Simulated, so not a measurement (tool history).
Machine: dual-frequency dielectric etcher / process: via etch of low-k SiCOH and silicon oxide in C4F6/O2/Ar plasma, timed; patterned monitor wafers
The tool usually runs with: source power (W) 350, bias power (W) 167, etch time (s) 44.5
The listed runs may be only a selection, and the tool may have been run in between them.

| run | hour | source power (W) | bias power (W) | etch time (s) | wafers since the last listed run | hours since the last wet clean | hours since the last source power generator calibration | hours since the last bias power generator calibration | hours since the last upper electrode change | hours since the gauge calibration | read-back reference wafer on the same gauge, depth_nm | mean etch depth across the wafer (nm) |
|---|---|---|---|---|---|---|---|---|---|---|---|---|
| 1 | 0 | 350 | 167 | 44.5 | 0 | 11.3 | 3096.5 | 1465.4 | 5136.9 | 2655 | 97.9 | 95.6 |
| 2 | 103.9 | 350 | 167 | 44.5 | 1452 | 115.2 | 3200.4 | 1569.3 | 5240.8 | 2758.9 | 97.9 | 93.6 |
| 3 | 263.5 | 350 | 167 | 44.5 | 2230 | 274.8 | 3360 | 1728.9 | 5400.4 | 2918.5 | 97.9 | 93.3 |
| 4 | 326.6 | 350 | 167 | 44.5 | 882 | 337.9 | 3423.1 | 1792 | 5463.5 | 2981.6 | 98.1 | 92.7 |
|  | 340.5 | gauge calibrated |
| 5 | 387.7 | 350 | 167 | 44.5 | 854 | 399 | 3484.2 | 1853.1 | 5524.6 | 47.2 | 97.9 | 93.3 |
|  | 415.2 | bias power generator calibrated |
| 6 | 424.4 | 350 | 167 | 44.5 | 457 | 435.7 | 3520.9 | 9.2 | 5561.3 | 83.9 | 97.9 | 91.5 |
|  | 518.7 | source power generator calibrated |
| 7 | 528.8 | 350 | 189 | 44.5 | 1403 | 540.1 | 10.1 | 113.6 | 5665.7 | 188.3 | 97.9 | 94.4 |
| 8 | 634 | 350 | 189 | 44.5 | 1470 | 645.3 | 115.3 | 218.8 | 5770.9 | 293.5 | 97.9 | 94.1 |
| 9 | 692.7 | 350 | 154 | 44.5 | 820 | 704 | 174 | 277.5 | 5829.6 | 352.2 | 98 | 84.7 |
|  | 760.6 | wet clean of the chamber |
| 10 | 761.1 | 380 | 195 | 36.5 | 620 | 0.5 | 242.4 | 345.9 | 5898 | 420.6 | 98 | 86 |
|  | 916.4 | upper electrode replaced |
| 11 | 1079.3 | 350 | 167 | 44.5 | 4112 | 318.7 | 560.6 | 664.1 | 162.9 | 738.8 | 98 | 89.7 |
| 12 | 1148.8 | 350 | 180 | 44.5 | 971 | 388.2 | 630.1 | 733.6 | 232.4 | 808.3 | 98.1 | 92.6 |
| 13 | 1209 | 350 | 167 | 44.5 | 841 | 448.4 | 690.3 | 793.8 | 292.6 | 868.5 | 98 | 89.7 |
| 14 | 1287.6 | 350 | 167 | 44.5 | 1098 | 527 | 768.9 | 872.4 | 371.2 | 947.1 | 97.9 | 89.2 |
| 15 | 1386.4 | 350 | 196 | 44.5 | 1381 | 625.8 | 867.7 | 971.2 | 470 | 1045.9 | 98.1 | 95.3 |
| 16 | 1476.9 | 430 | 147 | 55 | 1265 | 716.3 | 958.2 | 1061.7 | 560.5 | 1136.4 | 98.1 | 114.5 |
|  | 1521.9 | wet clean of the chamber |
| 17 | 1554.4 | 350 | 167 | 44.5 | 747 | 32.5 | 1035.7 | 1139.2 | 638 | 1213.9 | 98 | 93.5 |
| 18 | 1620.9 | 310 | 205 | 40 | 929 | 99 | 1102.2 | 1205.7 | 704.5 | 1280.4 | 98 | 85.2 |
| 19 | 1685.6 | 400 | 143 | 49.5 | 904 | 163.7 | 1166.9 | 1270.4 | 769.2 | 1345.1 | 98 | 102.7 |
| 20 | 1790.2 | 350 | 131 | 44.5 | 1462 | 268.3 | 1271.5 | 1375 | 873.8 | 1449.7 | 97.9 | 80 |
| 21 | 1897.1 | 270 | 144 | 52 | 1494 | 375.2 | 1378.4 | 1481.9 | 980.7 | 1556.6 | 98 | 82.6 |
| 22 | 1962.6 | 350 | 141 | 34.5 | 915 | 440.7 | 1443.9 | 1547.4 | 1046.2 | 1622.1 | 98 | 64.5 |
| 23 | 2068.9 | 390 | 205 | 48.5 | 1485 | 547 | 1550.2 | 1653.7 | 1152.5 | 1728.4 | 98.1 | 114.2 |
|  | 2125.9 | wet clean of the chamber |
| 24 | 2233.7 | 260 | 167 | 44.5 | 1968 | 107.8 | 1715 | 1818.5 | 1317.3 | 1893.2 | 98 | 75 |
| 25 | 2329.2 | 310 | 135 | 44.5 | 1334 | 203.3 | 1810.5 | 1914 | 1412.8 | 1988.7 | 98 | 76.4 |
| 26 | 2395.7 | 350 | 167 | 44.5 | 929 | 269.8 | 1877 | 1980.5 | 1479.3 | 2055.2 | 98 | 90.5 |
| 27 | 2440.2 | 350 | 167 | 44.5 | 622 | 314.3 | 1921.5 | 2025 | 1523.8 | 2099.7 | 98 | 91.1 |
| 28 | 2501.7 | 420 | 183 | 36.5 | 859 | 375.8 | 1983 | 2086.5 | 1585.3 | 2161.2 | 97.9 | 86.8 |
| 29 | 2542.6 | 350 | 167 | 44.5 | 571 | 416.7 | 2023.9 | 2127.4 | 1626.2 | 2202.1 | 98 | 90.5 |

4 options for the next run, each taken on its own from the tool as it stands now. Forecast them:
| A | 2543 | 280 | 167 | 44.5 | 5 | 417.1 | 2024.3 | 2127.8 | 1626.6 | 2202.5 | ? | ? |
| B | 2543 | 430 | 167 | 38.5 | 5 | 417.1 | 2024.3 | 2127.8 | 1626.6 | 2202.5 | ? | ? |
| C | 2543 | 420 | 191 | 52.5 | 5 | 417.1 | 2024.3 | 2127.8 | 1626.6 | 2202.5 | ? | ? |
| D | 2543 | 280 | 203 | 39 | 5 | 417.1 | 2024.3 | 2127.8 | 1626.6 | 2202.5 | ? | ? |

| run | read-back reference wafer on the same gauge, depth_nm | mean etch depth across the wafer (nm) |
|---|---|---|
| A | 98 | 78 |
| B | 98 | 87.7 |
| C | 98 | 125.9 |
| D | 98 | 75.4 |
Without the tool's unlogged condition, the same runs would have read:
| run | mean etch depth across the wafer (nm) |
|---|---|
| A | 79.2 |
| B | 89 |
| C | 127.9 |
| D | 76.6 |
